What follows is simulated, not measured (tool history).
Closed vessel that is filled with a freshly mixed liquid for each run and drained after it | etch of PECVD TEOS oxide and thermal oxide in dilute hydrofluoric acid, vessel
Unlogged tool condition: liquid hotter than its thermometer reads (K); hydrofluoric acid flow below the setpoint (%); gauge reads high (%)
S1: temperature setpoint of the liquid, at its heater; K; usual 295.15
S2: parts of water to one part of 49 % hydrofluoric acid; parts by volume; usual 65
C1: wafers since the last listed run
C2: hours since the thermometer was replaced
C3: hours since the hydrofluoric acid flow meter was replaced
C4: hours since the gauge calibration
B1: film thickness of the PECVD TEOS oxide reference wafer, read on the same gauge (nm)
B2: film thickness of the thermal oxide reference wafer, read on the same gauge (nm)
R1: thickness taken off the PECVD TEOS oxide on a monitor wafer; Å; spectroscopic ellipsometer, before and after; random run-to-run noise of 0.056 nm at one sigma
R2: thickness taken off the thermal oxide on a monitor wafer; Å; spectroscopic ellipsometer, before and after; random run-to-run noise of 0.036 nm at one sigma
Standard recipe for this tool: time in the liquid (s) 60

run 1 hour=0 | S1=296.65 S2=55 time_in_the_liquid_(s)=60 | C1=0 C2=815.6 C3=728.3 C4=610.3 | B1=120.01 B2=39.986 | R1=205.6 R2=47.3
run 2 hour=37.2 | S1=295.15 S2=65 time_in_the_liquid_(s)=60 | C1=3696 C2=852.8 C3=765.5 C4=647.5 | B1=119.99 B2=39.998 | R1=160.6 R2=36.93
run 3 hour=96.1 | S1=295.15 S2=65 time_in_the_liquid_(s)=60 | C1=5852 C2=911.7 C3=824.4 C4=706.4 | B1=120 B2=40.013 | R1=160.5 R2=36.68
run 4 hour=194.2 | S1=295.15 S2=65 time_in_the_liquid_(s)=60 | C1=9747 C2=1009.8 C3=922.5 C4=804.5 | B1=120.02 B2=40.042 | R1=161.1 R2=37.27
run 5 hour=385.5 | S1=295.15 S2=65 time_in_the_liquid_(s)=60 | C1=19008 C2=1201.1 C3=1113.8 C4=995.8 | B1=120 B2=40.072 | R1=159.3 R2=37.18
run 6 hour=472.4 | S1=295.15 S2=65 time_in_the_liquid_(s)=60 | C1=8634 C2=1288 C3=1200.7 C4=1082.7 | B1=119.99 B2=39.984 | R1=159.3 R2=36.62
run 7 hour=539.9 | S1=295.15 S2=65 time_in_the_liquid_(s)=50 | C1=6707 C2=1355.5 C3=1268.2 C4=1150.2 | B1=120.02 B2=40.042 | R1=133.5 R2=30.45
run 8 hour=588.3 | S1=295.15 S2=65 time_in_the_liquid_(s)=50 | C1=4809 C2=1403.9 C3=1316.6 C4=1198.6 | B1=119.97 B2=40.035 | R1=132.7 R2=30.73
-- hour=672.7 thermometer replaced
run 9 hour=692 | S1=295.15 S2=65 time_in_the_liquid_(s)=50 | C1=10204 C2=19.3 C3=1420.3 C4=1302.3 | B1=120.01 B2=39.989 | R1=131.8 R2=30.36
-- hour=732.6 gauge calibrated
-- hour=813.9 hydrofluoric acid flow meter replaced
run 10 hour=844.8 | S1=296.65 S2=65 time_in_the_liquid_(s)=60 | C1=15083 C2=172.1 C3=30.9 C4=112.2 | B1=120.01 B2=39.972 | R1=174.9 R2=41.01
run 11 hour=931.8 | S1=295.15 S2=65 time_in_the_liquid_(s)=60 | C1=8644 C2=259.1 C3=117.9 C4=199.2 | B1=119.99 B2=40.041 | R1=164.3 R2=38.11
run 12 hour=1006.2 | S1=295.15 S2=80 time_in_the_liquid_(s)=60 | C1=7392 C2=333.5 C3=192.3 C4=273.6 | B1=119.98 B2=40 | R1=131.7 R2=29.73

What will run 13 give?
run 13 hour=1281.1 | S1=295.15 S2=65 time_in_the_liquid_(s)=60 | C1=27315 C2=608.4 C3=467.2 C4=548.5 | B1=? B2=? | R1=? R2=?

B1: 120
B2: 40.013
R1: 162.7 Å
R2: 36.87 Å
Take away the tool's hidden state, keep the run-to-run variation as it was, and the same run would have given R1 165 Å, R2 37.38 Å.

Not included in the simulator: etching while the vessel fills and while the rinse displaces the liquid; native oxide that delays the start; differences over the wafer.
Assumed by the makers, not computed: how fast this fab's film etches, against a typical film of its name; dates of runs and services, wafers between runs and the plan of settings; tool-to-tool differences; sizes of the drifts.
